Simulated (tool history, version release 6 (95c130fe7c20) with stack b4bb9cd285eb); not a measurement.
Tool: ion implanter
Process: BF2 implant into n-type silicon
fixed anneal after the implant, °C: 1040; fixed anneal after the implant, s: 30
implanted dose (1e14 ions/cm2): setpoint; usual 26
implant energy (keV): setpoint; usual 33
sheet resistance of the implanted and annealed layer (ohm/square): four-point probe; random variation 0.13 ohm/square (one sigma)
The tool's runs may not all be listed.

run   hour  implanted dose (1e14 ions/cm2)  implant energy (keV)  read-back reference wafer on the same gauge, sheet resistance  sheet resistance of the implanted and annealed layer (ohm/square)
  1      0                           23.74                    33                                                          77.02                                                              89.26
  2   16.6                              26                    33                                                             77                                                              87.79
  3   26.2                              26                    33                                                          77.01                                                              87.91
  4   33.3                              26                    33                                                          77.01                                                              87.88
  5   44.1                           22.27                    33                                                          77.01                                                              90.13
  6   58.6                           22.27                    33                                                          76.99                                                              90.14
  7   75.6                           22.27                    33                                                          76.99                                                              90.26
  8   85.5                              26                    33                                                             77                                                              87.96
  9   99.2                           31.08                    33                                                          77.02                                                              86.38
     108.9  -- gauge calibrated
 10  110.8                              26                    40                                                          76.98                                                              81.39
     120.1  -- extraction supply calibrated
 11  125.2                              26                    40                                                          76.99                                                               81.4
 12  132.2                           31.17                  37.5                                                          77.01                                                              81.89
 13  148.4                           18.32                  38.5                                                          76.98                                                              89.26
 14  163.3                           32.88                    36                                                             77                                                              82.83
 15  172.2                              26                  42.5                                                          76.99                                                              79.34
 16  179.6                           31.17                  37.5                                                          76.99                                                              81.76
 17    189                           30.38                  41.5                                                          77.02                                                              78.35
 18  200.5                              26                    43                                                          76.99                                                              79.06
 19  211.6                           18.39                    38                                                             77                                                              89.49
     222.4  -- Faraday cup replaced and dose calibrated
 20  222.9                              26                    22                                                          77.01                                                             101.13
 21  236.3                           22.49                  43.5                                                          77.01                                                              81.06
 22  250.7                              26                    33                                                             77                                                              88.01
 23  267.9                           33.79                    30                                                             77                                                              89.05
 24  279.8                           20.07                  42.5                                                          76.99                                                              84.21

What the log doesn't show, run by run:
deviation of the true dose from the Faraday cup's reading, %: 0 in every run
deviation of the true energy from its setpoint, %: 0 in every run
gauge reads high (%): 0 in every run

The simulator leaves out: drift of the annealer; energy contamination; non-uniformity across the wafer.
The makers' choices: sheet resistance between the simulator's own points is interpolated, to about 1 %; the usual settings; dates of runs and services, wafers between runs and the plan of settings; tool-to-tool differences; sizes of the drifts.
